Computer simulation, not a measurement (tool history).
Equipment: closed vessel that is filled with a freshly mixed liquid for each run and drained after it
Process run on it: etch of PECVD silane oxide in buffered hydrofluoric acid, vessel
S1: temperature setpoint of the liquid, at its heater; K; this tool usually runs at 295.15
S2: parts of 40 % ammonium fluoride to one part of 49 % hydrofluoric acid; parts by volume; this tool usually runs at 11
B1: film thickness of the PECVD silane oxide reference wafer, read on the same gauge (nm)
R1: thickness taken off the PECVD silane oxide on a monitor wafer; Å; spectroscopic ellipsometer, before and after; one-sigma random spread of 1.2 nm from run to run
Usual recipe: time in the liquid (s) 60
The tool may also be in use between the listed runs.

run 1 hour=0 | S1=295.15 S2=11 time_in_the_liquid_(s)=60 | B1=70.01 | R1=1192.6
run 2 hour=16.5 | S1=296.15 S2=9.5 time_in_the_liquid_(s)=60 | B1=70.01 | R1=1459.4
run 3 hour=29.9 | S1=295.15 S2=11 time_in_the_liquid_(s)=45 | B1=69.99 | R1=899.3
run 4 hour=42.8 | S1=295.15 S2=11 time_in_the_liquid_(s)=45 | B1=70.01 | R1=890.3
run 5 hour=55.5 | S1=295.15 S2=11 time_in_the_liquid_(s)=50 | B1=70.02 | R1=1003.8
run 6 hour=67.5 | S1=295.15 S2=11 time_in_the_liquid_(s)=50 | B1=70 | R1=987.4
run 7 hour=82.7 | S1=296.65 S2=11 time_in_the_liquid_(s)=60 | B1=69.99 | R1=1313.9
run 8 hour=96 | S1=296.65 S2=11 time_in_the_liquid_(s)=60 | B1=69.99 | R1=1296.9
run 9 hour=108 | S1=296.65 S2=11 time_in_the_liquid_(s)=60 | B1=70.02 | R1=1309.5
run 10 hour=119.8 | S1=295.15 S2=14 time_in_the_liquid_(s)=60 | B1=69.98 | R1=936.7
run 11 hour=127.5 | S1=295.15 S2=14 time_in_the_liquid_(s)=60 | B1=70.01 | R1=950.8
run 12 hour=135.6 | S1=295.15 S2=12.5 time_in_the_liquid_(s)=60 | B1=70.02 | R1=1062.2
run 13 hour=143.2 | S1=295.15 S2=11 time_in_the_liquid_(s)=60 | B1=70.01 | R1=1208.2
run 14 hour=159.6 | S1=295.15 S2=11 time_in_the_liquid_(s)=60 | B1=70 | R1=1193.6
run 15 hour=170.6 | S1=299.15 S2=11 time_in_the_liquid_(s)=60 | B1=69.99 | R1=1489.5
run 16 hour=179.3 | S1=295.15 S2=12 time_in_the_liquid_(s)=60 | B1=69.99 | R1=1076.7
run 17 hour=186.9 | S1=298.65 S2=11 time_in_the_liquid_(s)=35 | B1=69.97 | R1=860.2
run 18 hour=202.7 | S1=295.15 S2=11 time_in_the_liquid_(s)=60 | B1=69.98 | R1=1195.4
run 19 hour=217.2 | S1=295.15 S2=11 time_in_the_liquid_(s)=60 | B1=69.99 | R1=1212.9
run 20 hour=223.6 | S1=293.15 S2=7 time_in_the_liquid_(s)=45 | B1=70.01 | R1=1233.5
run 21 hour=234 | S1=291.65 S2=11 time_in_the_liquid_(s)=60 | B1=69.99 | R1=975.2
run 22 hour=251.3 | S1=293.15 S2=9.5 time_in_the_liquid_(s)=30 | B1=70.01 | R1=603
run 23 hour=262.3 | S1=293.65 S2=9 time_in_the_liquid_(s)=30 | B1=70.02 | R1=645.1
run 24 hour=273.2 | S1=290.65 S2=7.5 time_in_the_liquid_(s)=60 | B1=70.01 | R1=1318.4
run 25 hour=287 | S1=295.15 S2=11 time_in_the_liquid_(s)=60 | B1=69.96 | R1=1214.1
run 26 hour=299.3 | S1=295.15 S2=11 time_in_the_liquid_(s)=60 | B1=70 | R1=1192.3
run 27 hour=310.2 | S1=295.15 S2=13.5 time_in_the_liquid_(s)=80 | B1=69.99 | R1=1306.1
run 28 hour=328 | S1=299.65 S2=14.5 time_in_the_liquid_(s)=80 | B1=70 | R1=1555.3
run 29 hour=335.6 | S1=291.15 S2=7 time_in_the_liquid_(s)=70 | B1=69.98 | R1=1699.5
run 30 hour=352.4 | S1=295.15 S2=7 time_in_the_liquid_(s)=90 | B1=69.99 | R1=2799.9
run 31 hour=360.7 | S1=295.15 S2=6.5 time_in_the_liquid_(s)=40 | B1=70.01 | R1=1311.8
run 32 hour=369 | S1=296.65 S2=11 time_in_the_liquid_(s)=60 | B1=69.99 | R1=1310.2
run 33 hour=383.9 | S1=295.15 S2=7.5 time_in_the_liquid_(s)=30 | B1=70 | R1=859.6
run 34 hour=393 | S1=299.15 S2=6.5 time_in_the_liquid_(s)=90 | B1=70 | R1=3669.5

Missing from the log above: 3 entries noted between runs. For each, name the pair of listed runs it sits between and say how the tool's hidden condition differs from the listed run just before to the listed run just after:
After run 5, before run 6: gauge calibrated (hour 62.2)
  no hidden state differs between the two runs
After run 21, before run 22: thermometer replaced (hour 249.6)
  no hidden state differs between the two runs
After run 23, before run 24: hydrofluoric acid flow meter replaced (hour 270.1)
  no hidden state differs between the two runs

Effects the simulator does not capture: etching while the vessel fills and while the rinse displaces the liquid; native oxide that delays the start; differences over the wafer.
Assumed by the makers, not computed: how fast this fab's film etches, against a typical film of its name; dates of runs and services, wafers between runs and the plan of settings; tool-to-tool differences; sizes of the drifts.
